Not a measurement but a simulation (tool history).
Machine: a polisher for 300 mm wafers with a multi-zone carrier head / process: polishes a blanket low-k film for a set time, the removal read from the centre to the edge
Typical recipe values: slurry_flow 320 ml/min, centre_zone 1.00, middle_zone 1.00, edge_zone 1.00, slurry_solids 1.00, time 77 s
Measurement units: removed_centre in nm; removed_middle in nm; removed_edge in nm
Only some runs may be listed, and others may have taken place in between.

run   hour  slurry_flow  centre_zone  middle_zone  edge_zone  slurry_solids  time  incoming thickness of the incoming film, nm  removed_centre  removed_middle  removed_edge
  1    0.0          320         1.00         1.00       0.90           1.00    52                                        757.5            28.0            27.4          27.0
  2   16.8          320         1.00         1.00       0.93           1.00    77                                        770.0            42.0            40.7          39.7
  3   23.5          320         1.00         1.00       1.00           1.00    77                                        768.7            40.5            41.0          41.4
  4   41.4          320         1.04         1.00       1.00           1.00    77                                        775.7            44.3            39.2          41.3
  5   55.1          320         1.00         0.88       1.07           1.00    77                                        777.4            39.9            36.2          42.6
  6   63.1          215         1.00         1.00       1.00           1.00    77                                        768.5            38.0            38.0          39.3
      70.8  -- centre zone pressure recalibrated
  7   78.9          320         1.00         1.00       1.00           1.00    77                                        757.4            40.5            39.9          41.0
  8   90.6          320         1.00         1.03       0.89           0.85    95                                        765.2            48.1            46.9          45.1
      95.6  -- worn pad replaced by a new one
     101.7  -- edge zone pressure recalibrated
  9  102.2          320         0.94         1.00       1.00           1.00    77                                        755.6            38.9            39.9          40.3
 10  107.8          320         1.00         1.00       1.00           1.00    77                                        766.4            40.7            39.0          41.0
 11  123.2          320         1.00         1.00       1.03           1.00    77                                        781.8            40.8            39.5          41.3
 12  137.9          320         1.05         1.00       1.00           1.00    77                                        775.3            42.2            40.1          40.0
 13  153.0          320         1.00         1.00       1.00           1.00    77                                        759.7            39.5            39.6          39.9
 14  164.0          320         1.00         1.12       1.00           1.00    77                                        767.7            41.0            42.7          39.9
 15  171.6          320         0.92         1.10       1.00           1.00   104                                        774.8            48.2            57.0          54.2
 16  184.7          320         1.00         1.00       1.00           1.00    77                                        760.9            40.0            39.4          39.3
 17  191.9          405         1.00         1.00       1.00           1.00    77                                        781.6            41.1            39.4          41.6
 18  203.0          320         1.00         0.94       1.00           0.70    77                                        767.5            33.5            30.6          33.4
     207.2  -- worn pad replaced by a new one
 19  212.5          430         1.00         1.00       1.00           1.00    77                                        777.3            40.7            39.9          40.7
     217.2  -- slurry nozzle cleaned
 20  222.2          350         1.00         1.00       1.00           1.00    77                                        778.8            42.1            41.3          41.3
 21  234.2          320         1.00         1.00       1.00           1.00    99                                        775.1            52.9            52.8          52.4
 22  246.2          240         0.95         1.05       0.96           1.00    77                                        777.3            37.7            41.5          39.4
 23  252.4          320         1.00         1.00       1.00           1.20    77                                        774.5            43.9            43.9          44.4

Each row is a separate what-if for the run after 23, all from the same tool condition, not one after another. Results?
  A  252.8          320         0.95         1.00       1.00           1.00    77                                        780.9               ?               ?             ?
  B  252.8          350         1.00         1.00       1.10           1.00    91                                        780.9               ?               ?             ?
  C  252.8          320         1.00         0.93       1.04           1.00    77                                        780.9               ?               ?             ?

run  removed_centre  removed_middle  removed_edge
  A            39.8            40.7          41.5
  B            50.0            48.5          51.5
  C            41.9            38.3          42.3
What these runs would have given with no unlogged condition in the tool:
run  removed_centre  removed_middle  removed_edge
  A            40.0            40.9          41.7
  B            50.2            48.7          51.7
  C            42.1            38.4          42.4
